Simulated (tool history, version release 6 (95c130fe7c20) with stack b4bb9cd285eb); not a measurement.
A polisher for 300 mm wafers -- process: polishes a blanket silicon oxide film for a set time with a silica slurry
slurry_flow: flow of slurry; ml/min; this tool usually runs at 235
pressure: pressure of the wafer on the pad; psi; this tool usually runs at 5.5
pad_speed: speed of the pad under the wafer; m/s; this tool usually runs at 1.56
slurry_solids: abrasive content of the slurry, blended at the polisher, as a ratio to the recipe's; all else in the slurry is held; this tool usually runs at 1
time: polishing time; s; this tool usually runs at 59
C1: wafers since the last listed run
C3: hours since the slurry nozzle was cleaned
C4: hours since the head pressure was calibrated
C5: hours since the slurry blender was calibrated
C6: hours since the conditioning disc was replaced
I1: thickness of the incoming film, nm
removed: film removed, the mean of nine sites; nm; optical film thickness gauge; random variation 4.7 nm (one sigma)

Run 1, hour 0: usual settings but slurry_flow 255 ml/min; C1 0; wafers polished on this pad 340; C3 167.1; C4 82.9; C5 332.7; C6 100.8; I1 941.3. Result: removed 319.5 nm.
Run 2, hour 22: usual settings but slurry_flow 255 ml/min; C1 322; wafers polished on this pad 662; C3 189.1; C4 104.9; C5 354.7; C6 122.8; I1 919.3. Result: removed 314.7 nm.
Run 3, hour 52.4: usual settings but pressure 4.8 psi, slurry_solids 0.85, time 39 s; C1 445; wafers polished on this pad 1107; C3 219.5; C4 135.3; C5 385.1; C6 153.2; I1 927.6. Result: removed 160.6 nm.
At hour 56.6: slurry blender recalibrated.
Run 4, hour 87.2: usual settings but pressure 4 psi, pad_speed 1.36 m/s, time 41 s; C1 480; wafers polished on this pad 1587; C3 254.3; C4 170.1; C5 30.6; C6 188; I1 944.7. Result: removed 148.6 nm.
Run 5, hour 111: usual settings; C1 348; wafers polished on this pad 1936; C3 278.1; C4 193.9; C5 54.4; C6 211.8; I1 929.3. Result: removed 302.4 nm.
At hour 125.1: conditioning disc replaced and pad reconditioned.
Run 6, hour 140.3: usual settings; C1 399; wafers polished on this pad 2335; C3 307.4; C4 223.2; C5 83.7; C6 15.2; I1 914.8. Result: removed 330.7 nm.
Run 7, hour 159.2: usual settings but slurry_flow 205 ml/min, pad_speed 1.22 m/s; C1 276; wafers polished on this pad 2612; C3 326.3; C4 242.1; C5 102.6; C6 34.1; I1 926.6. Result: removed 273.2 nm.
Run 8, hour 186.3: usual settings but pressure 4.5 psi, slurry_solids 0.9, time 65 s; C1 396; wafers polished on this pad 3009; C3 353.4; C4 269.2; C5 129.7; C6 61.2; I1 938.4. Result: removed 266.1 nm.
Run 9, hour 210.4: usual settings; C1 352; wafers polished on this pad 3361; C3 377.5; C4 293.3; C5 153.8; C6 85.3; I1 933.3. Result: removed 307 nm.
At hour 220: slurry nozzle cleaned.
At hour 229.2: worn pad replaced by a new one.
Run 10, hour 229.7: usual settings but slurry_solids 0.75; C1 209; wafers polished on this pad 7; C3 9.7; C4 312.6; C5 173.1; C6 104.6; I1 916. Result: removed 243.4 nm.
Run 11, hour 322.9: usual settings but slurry_solids 0.8; C1 1364; wafers polished on this pad 1371; C3 102.9; C4 405.8; C5 266.3; C6 197.8; I1 928.2. Result: removed 255.2 nm.
Run 12, hour 352.2: usual settings; C1 428; wafers polished on this pad 1800; C3 132.2; C4 435.1; C5 295.6; C6 227.1; I1 947.5. Result: removed 300.4 nm.
Run 13, hour 383.4: usual settings but pressure 7.1 psi, pad_speed 1.08 m/s, time 47 s; C1 456; wafers polished on this pad 2257; C3 163.4; C4 466.3; C5 326.8; C6 258.3; I1 923.1. Result: removed 245.3 nm.
At hour 386.8: conditioning disc replaced and pad reconditioned.
At hour 397.5: slurry blender recalibrated.
Run 14, hour 411.3: usual settings but pressure 4.6 psi; C1 349; wafers polished on this pad 2607; C3 191.3; C4 494.2; C5 13.8; C6 24.5; I1 949.8. Result: removed 276.2 nm.
Run 15, hour 424.7: usual settings but pressure 6 psi; C1 196; wafers polished on this pad 2803; C3 204.7; C4 507.6; C5 27.2; C6 37.9; I1 941.7. Result: removed 355 nm.
Run 16, hour 450.1: usual settings but slurry_flow 295 ml/min, time 53 s; C1 371; wafers polished on this pad 3175; C3 230.1; C4 533; C5 52.6; C6 63.3; I1 914.3. Result: removed 290.1 nm.
Run 17, hour 480.9: usual settings; C1 450; wafers polished on this pad 3626; C3 260.9; C4 563.8; C5 83.4; C6 94.1; I1 942.1. Result: removed 315 nm.
At hour 507.1: worn pad replaced by a new one.
Run 18, hour 509.1: usual settings but pad_speed 1.7 m/s; C1 354; wafers polished on this pad 28; C3 289.1; C4 592; C5 111.6; C6 122.3; I1 942.9. Result: removed 325.9 nm.
Run 19, hour 532.9: usual settings but pressure 6.1 psi, time 67 s; C1 348; wafers polished on this pad 377; C3 312.9; C4 615.8; C5 135.4; C6 146.1; I1 920.8. Result: removed 378.1 nm.
Run 20, hour 567: usual settings but pad_speed 1.34 m/s, slurry_solids 0.85, time 42 s; C1 499; wafers polished on this pad 876; C3 347; C4 649.9; C5 169.5; C6 180.2; I1 924.1. Result: removed 174.2 nm.
Run 21, hour 579: usual settings but pressure 3.9 psi, pad_speed 1.98 m/s, time 50 s; C1 175; wafers polished on this pad 1052; C3 359; C4 661.9; C5 181.5; C6 192.2; I1 936.7. Result: removed 225.8 nm.
Run 22, hour 614.2: usual settings but pad_speed 2.02 m/s, time 74 s; C1 515; wafers polished on this pad 1567; C3 394.2; C4 697.1; C5 216.7; C6 227.4; I1 933.2. Result: removed 442.2 nm.
Run 23, hour 636.5: usual settings; C1 326; wafers polished on this pad 1893; C3 416.5; C4 719.4; C5 239; C6 249.7; I1 930.5. Result: removed 310.7 nm.
At hour 657: conditioning disc replaced and pad reconditioned.
Run 24, hour 661: usual settings but pressure 4.8 psi, pad_speed 1.76 m/s, slurry_solids 0.8; C1 329; wafers polished on this pad 2223; C3 441; C4 743.9; C5 263.5; C6 4; I1 923.1. Result: removed 265.9 nm.
At hour 662.1: slurry nozzle cleaned.
Run 25, hour 677.7: usual settings but slurry_flow 265 ml/min, pad_speed 1.98 m/s, slurry_solids 1.15, time 66 s; C1 229; wafers polished on this pad 2453; C3 15.6; C4 760.6; C5 280.2; C6 20.7; I1 918.2. Result: removed 469.2 nm.

Each row is a separate what-if for the run after 25, all from the same tool condition, not one after another. Results?
Run A, hour 678.1: usual settings but time 69 s; C1 5; wafers polished on this pad 2458; C3 16; C4 761; C5 280.6; C6 21.1; I1 926.8. Result: removed ?.
Run B, hour 678.1: usual settings but pressure 7 psi, slurry_solids 0.75; C1 5; wafers polished on this pad 2458; C3 16; C4 761; C5 280.6; C6 21.1; I1 926.8. Result: removed ?.
Run C, hour 678.1: usual settings but pressure 6.9 psi, slurry_solids 1.25, time 50 s; C1 5; wafers polished on this pad 2458; C3 16; C4 761; C5 280.6; C6 21.1; I1 926.8. Result: removed ?.
Run D, hour 678.1: usual settings but time 53 s; C1 5; wafers polished on this pad 2458; C3 16; C4 761; C5 280.6; C6 21.1; I1 926.8. Result: removed ?.
Run E, hour 678.1: usual settings but slurry_flow 175 ml/min, slurry_solids 1.1; C1 5; wafers polished on this pad 2458; C3 16; C4 761; C5 280.6; C6 21.1; I1 926.8. Result: removed ?.

run  removed
  A    382.8
  B    318.1
  C    392.7
  D      294
  E    333.7
With the hidden condition removed and each run's random variation left untouched, the same runs would have given:
run  removed
  A    395.8
  B    331.6
  C    409.2
  D      304
  E      345
